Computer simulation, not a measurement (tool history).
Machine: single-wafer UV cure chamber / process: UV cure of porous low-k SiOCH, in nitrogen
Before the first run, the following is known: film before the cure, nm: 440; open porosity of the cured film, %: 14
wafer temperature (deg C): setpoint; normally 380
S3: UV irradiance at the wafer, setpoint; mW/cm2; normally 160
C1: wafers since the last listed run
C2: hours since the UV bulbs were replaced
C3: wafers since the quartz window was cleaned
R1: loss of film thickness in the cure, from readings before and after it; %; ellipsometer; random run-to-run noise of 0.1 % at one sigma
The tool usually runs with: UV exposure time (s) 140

Run 1, hour 0.0: usual settings; C1 0; C2 1464.8; C3 2362. Result: R1 9.105 %.
Run 2, hour 13.1: usual settings; C1 99; C2 1477.9; C3 2461. Result: R1 8.981 %.
Run 3, hour 25.2: usual settings; C1 91; C2 1490.0; C3 2553. Result: R1 8.932 %.
Run 4, hour 36.9: usual settings; C1 88; C2 1501.7; C3 2642. Result: R1 8.971 %.
Run 5, hour 49.5: usual settings but UV exposure time (s) 175; C1 95; C2 1514.3; C3 2737. Result: R1 9.963 %.
Run 6, hour 58.6: usual settings; C1 69; C2 1523.4; C3 2806. Result: R1 9.037 %.
Run 7, hour 74.9: usual settings; C1 123; C2 1539.7; C3 2930. Result: R1 8.989 %.
Run 8, hour 98.6: usual settings; C1 179; C2 1563.4; C3 3110. Result: R1 8.956 %.
Run 9, hour 116.1: usual settings; C1 132; C2 1580.9; C3 3243. Result: R1 8.986 %.
Run 10, hour 130.4: usual settings; C1 108; C2 1595.2; C3 3351. Result: R1 8.731 %.
Run 11, hour 143.8: usual settings but S3 179 mW/cm2; C1 101; C2 1608.6; C3 3453. Result: R1 9.331 %.
Run 12, hour 154.5: usual settings but S3 179 mW/cm2; C1 81; C2 1619.3; C3 3534. Result: R1 9.369 %.
Run 13, hour 164.9: usual settings; C1 78; C2 1629.7; C3 3613. Result: R1 9.015 %.
Run 14, hour 172.8: usual settings; C1 59; C2 1637.6; C3 3673. Result: R1 8.950 %.
At hour 188.5: quartz window cleaned.
Run 15, hour 189.0: usual settings; C1 62; C2 1653.8; C3 4. Result: R1 9.779 %.
Run 16, hour 197.2: usual settings but wafer temperature (deg C) 388, UV exposure time (s) 175; C1 62; C2 1662.0; C3 66. Result: R1 10.717 %.
Run 17, hour 211.2: usual settings but wafer temperature (deg C) 388, UV exposure time (s) 175; C1 106; C2 1676.0; C3 172. Result: R1 11.033 %.
Run 18, hour 222.6: usual settings but wafer temperature (deg C) 388, UV exposure time (s) 175; C1 86; C2 1687.4; C3 259. Result: R1 10.926 %.
Run 19, hour 235.7: usual settings but UV exposure time (s) 185; C1 99; C2 1700.5; C3 358. Result: R1 10.742 %.
Run 20, hour 246.7: usual settings but wafer temperature (deg C) 362; C1 83; C2 1711.5; C3 441. Result: R1 9.377 %.
Run 21, hour 257.9: usual settings but S3 181 mW/cm2; C1 84; C2 1722.7; C3 526. Result: R1 9.996 %.
Run 22, hour 265.4: usual settings but wafer temperature (deg C) 394, UV exposure time (s) 100, S3 172 mW/cm2; C1 56; C2 1730.2; C3 583. Result: R1 8.689 %.
Run 23, hour 281.9: usual settings but wafer temperature (deg C) 373, UV exposure time (s) 75, S3 197 mW/cm2; C1 125; C2 1746.7; C3 709. Result: R1 7.542 %.
Run 24, hour 297.8: usual settings but wafer temperature (deg C) 392, UV exposure time (s) 180; C1 120; C2 1762.6; C3 829. Result: R1 10.921 %.
Run 25, hour 309.0: usual settings but UV exposure time (s) 215, S3 125 mW/cm2; C1 84; C2 1773.8; C3 914. Result: R1 10.306 %.
Run 26, hour 320.1: usual settings; C1 84; C2 1784.9; C3 998. Result: R1 9.285 %.
Run 27, hour 333.1: usual settings but UV exposure time (s) 100; C1 98; C2 1797.9; C3 1097. Result: R1 7.917 %.
Run 28, hour 349.4: usual settings; C1 123; C2 1814.2; C3 1221. Result: R1 9.385 %.
Run 29, hour 355.8: usual settings; C1 48; C2 1820.6; C3 1269. Result: R1 9.284 %.
At hour 367.8: UV bulbs replaced.
Run 30, hour 368.3: usual settings but wafer temperature (deg C) 389, UV exposure time (s) 190, S3 179 mW/cm2; C1 34; C2 0.5; C3 1303. Result: R1 11.279 %.
Run 31, hour 379.4: usual settings but UV exposure time (s) 75, S3 196 mW/cm2; C1 84; C2 11.6; C3 1388. Result: R1 7.601 %.
Run 32, hour 393.6: usual settings but wafer temperature (deg C) 386, UV exposure time (s) 205, S3 140 mW/cm2; C1 107; C2 25.8; C3 1495. Result: R1 10.302 %.
Run 33, hour 402.8: usual settings but wafer temperature (deg C) 373, UV exposure time (s) 190, S3 146 mW/cm2; C1 69; C2 35.0; C3 1565. Result: R1 10.111 %.
Run 34, hour 420.0: usual settings; C1 130; C2 52.2; C3 1696. Result: R1 9.223 %.
Run 35, hour 434.9: usual settings but S3 178 mW/cm2; C1 113; C2 67.1; C3 1809. Result: R1 9.499 %.
Run 36, hour 449.9: usual settings but S3 125 mW/cm2; C1 113; C2 82.1; C3 1923. Result: R1 8.184 %.
Run 37, hour 459.1: usual settings but UV exposure time (s) 210, S3 200 mW/cm2; C1 69; C2 91.3; C3 1992. Result: R1 11.950 %.
Run 38, hour 466.4: usual settings but UV exposure time (s) 90, S3 196 mW/cm2; C1 55; C2 98.6; C3 2048. Result: R1 8.099 %.
Run 39, hour 477.4: usual settings but UV exposure time (s) 210; C1 83; C2 109.6; C3 2131. Result: R1 10.741 %.

Same runs, no hidden state in the tool, same run-to-run variation:
Unlogged tool condition in this case: lamp output below its setpoint, %; transmission lost against a clean window, %.
run      R1
  1   9.917
  2   9.797
  3   9.756
  4   9.811
  5  10.846
  6   9.904
  7   9.865
  8   9.847
  9   9.892
 10   9.620
 11  10.257
 12  10.304
 13   9.953
 14   9.885
 15   9.794
 16  10.771
 17  11.154
 18  11.096
 19  10.963
 20   9.632
 21  10.294
 22   9.001
 23   7.887
 24  11.369
 25  10.778
 26   9.765
 27   8.406
 28   9.945
 29   9.853
 30  11.915
 31   8.187
 32  10.967
 33  10.799
 34   9.919
 35  10.218
 36   8.900
 37  12.766
 38   8.829
 39  11.550
